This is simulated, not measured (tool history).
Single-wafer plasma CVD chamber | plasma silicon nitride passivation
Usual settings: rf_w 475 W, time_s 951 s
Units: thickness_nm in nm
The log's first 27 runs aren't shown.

run	hour	rf_w	time_s	wafers since the last listed run	hours since the last RF generator calibration	hours since the showerhead was replaced	hours since the gauge calibration	read-back reference wafer on the same gauge, thickness_nm	thickness_nm
28	1901.7	385	795	254	172.1	2663.7	731.1	1601.115	1099.23
29	1975.9	475	1074	191	246.3	2737.9	805.3	1600.797	1548.221
30	2041.8	410	951	169	312.2	2803.8	871.2	1599.046	1323.898
# hour 2087.7: RF generator calibrated, repeated, since the last time left the tool worse
31	2103.7	475	951	138	16	2865.7	933.1	1598.428	1403.447
32	2197.8	475	1075	242	110.1	2959.8	1027.2	1597.758	1590.1
# hour 2253.4: showerhead replaced
33	2292.2	440	1070	222	204.5	38.8	1121.6	1599.96	1550.947
34	2378	475	1124	220	290.3	124.6	1207.4	1600.529	1668.652
35	2427.2	415	778	126	339.5	173.8	1256.6	1599.937	1116.757
36	2516.8	475	951	230	429.1	263.4	1346.2	1600.703	1396.83
37	2603.3	565	902	222	515.6	349.9	1432.7	1599.265	1384.899
38	2662.2	425	901	151	574.5	408.8	1491.6	1599.859	1290.339
39	2700.8	440	1034	99	613.1	447.4	1530.2	1601.77	1485.403
40	2768.1	475	951	173	680.4	514.7	1597.5	1599.355	1403.313
41	2819.4	435	1066	132	731.7	566	1648.8	1599.908	1540.128

Forecast each of these 5 alternatives for the next run:
A	2820.1	475	844	1	732.4	566.7	1649.5	?	?
B	2820.1	535	1077	1	732.4	566.7	1649.5	?	?
C	2820.1	415	879	1	732.4	566.7	1649.5	?	?
D	2820.1	525	1002	1	732.4	566.7	1649.5	?	?
E	2820.1	545	824	1	732.4	566.7	1649.5	?	?

run	read-back reference wafer on the same gauge, thickness_nm	thickness_nm
A	1599.763	1234.538
B	1599.763	1619.596
C	1599.763	1247.088
D	1599.763	1500.132
E	1599.763	1244.57
Without the tool's hidden state the same runs would have given:
run	thickness_nm
A	1243.613
B	1631.502
C	1256.255
D	1511.16
E	1253.719

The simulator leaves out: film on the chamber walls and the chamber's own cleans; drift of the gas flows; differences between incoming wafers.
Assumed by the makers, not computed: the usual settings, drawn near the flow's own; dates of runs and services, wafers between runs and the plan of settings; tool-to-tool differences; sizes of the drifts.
